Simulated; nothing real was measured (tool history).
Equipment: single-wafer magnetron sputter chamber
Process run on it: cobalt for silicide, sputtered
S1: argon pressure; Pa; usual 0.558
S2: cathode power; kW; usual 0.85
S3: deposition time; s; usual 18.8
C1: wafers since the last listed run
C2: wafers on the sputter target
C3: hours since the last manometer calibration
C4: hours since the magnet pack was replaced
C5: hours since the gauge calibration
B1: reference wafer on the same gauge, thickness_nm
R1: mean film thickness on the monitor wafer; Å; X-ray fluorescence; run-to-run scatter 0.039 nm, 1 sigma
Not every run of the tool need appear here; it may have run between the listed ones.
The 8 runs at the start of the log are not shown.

run 9 hour=686.9 | S1=0.558 S2=0.7 S3=17.9 | C1=1893 C2=4171 C3=562.8 C4=8444.5 C5=2205.9 | B1=7.238 | R1=58.5
run 10 hour=782 | S1=0.396 S2=0.85 S3=16.6 | C1=1820 C2=5991 C3=657.9 C4=8539.6 C5=2301 | B1=7.239 | R1=72.16
run 11 hour=871.2 | S1=0.396 S2=0.85 S3=16.6 | C1=1707 C2=7699 C3=747.1 C4=8628.8 C5=2390.2 | B1=7.231 | R1=72.23
run 12 hour=961.5 | S1=0.558 S2=0.85 S3=21 | C1=1728 C2=9428 C3=837.4 C4=8719.1 C5=2480.5 | B1=7.228 | R1=84.04
run 13 hour=1010.9 | S1=0.558 S2=0.85 S3=21 | C1=945 C2=10373 C3=886.8 C4=8768.5 C5=2529.9 | B1=7.248 | R1=83.48
-- hour=1098.4 sputter target and shields replaced
run 14 hour=1101.1 | S1=0.558 S2=0.85 S3=21 | C1=1573 C2=52 C3=977 C4=8858.7 C5=2620.1 | B1=7.233 | R1=84.45
-- hour=1143.2 gauge calibrated
run 15 hour=1189.6 | S1=0.437 S2=0.85 S3=18.8 | C1=1694 C2=1746 C3=1065.5 C4=8947.2 C5=46.4 | B1=7.245 | R1=79.27
run 16 hour=1232.6 | S1=0.437 S2=0.85 S3=18.8 | C1=823 C2=2569 C3=1108.5 C4=8990.2 C5=89.4 | B1=7.225 | R1=79.01
run 17 hour=1270.5 | S1=0.403 S2=0.85 S3=18.8 | C1=725 C2=3295 C3=1146.4 C4=9028.1 C5=127.3 | B1=7.218 | R1=80.96
run 18 hour=1310.9 | S1=0.663 S2=0.85 S3=21.6 | C1=773 C2=4068 C3=1186.8 C4=9068.5 C5=167.7 | B1=7.226 | R1=80.95
-- hour=1355.3 magnet pack replaced
run 19 hour=1387.6 | S1=0.558 S2=0.85 S3=16.8 | C1=1315 C2=5384 C3=1263.5 C4=32.3 C5=244.4 | B1=7.23 | R1=66.76
run 20 hour=1460.7 | S1=0.558 S2=0.85 S3=18.8 | C1=1399 C2=6783 C3=1336.6 C4=105.4 C5=317.5 | B1=7.231 | R1=75.07
run 21 hour=1525.8 | S1=0.558 S2=0.85 S3=18.8 | C1=1246 C2=8029 C3=1401.7 C4=170.5 C5=382.6 | B1=7.234 | R1=74.77
run 22 hour=1584.1 | S1=0.721 S2=0.75 S3=21.7 | C1=1116 C2=9145 C3=1460 C4=228.8 C5=440.9 | B1=7.227 | R1=69.92
-- hour=1685.4 sputter target and shields replaced
run 23 hour=1883.6 | S1=0.764 S2=0.85 S3=18.8 | C1=5580 C2=3794 C3=1759.5 C4=528.3 C5=740.4 | B1=7.218 | R1=67.85
-- hour=1952.3 capacitance manometer re-zeroed and calibrated
run 24 hour=1959.8 | S1=0.481 S2=0.7 S3=17 | C1=1305 C2=5099 C3=7.5 C4=604.5 C5=816.6 | B1=7.231 | R1=58.11
run 25 hour=2067.7 | S1=0.558 S2=0.85 S3=18.8 | C1=2065 C2=7165 C3=115.4 C4=712.4 C5=924.5 | B1=7.223 | R1=75.36

Predict the results of run 26:
run 26 hour=2163 | S1=0.558 S2=0.85 S3=18.8 | C1=1824 C2=8989 C3=210.7 C4=807.7 C5=1019.8 | B1=? | R1=?

{"run 26": {"B1": 7.239, "R1": 75.06}}
Without the tool's hidden state the same run would have given R1 75.06 Å.
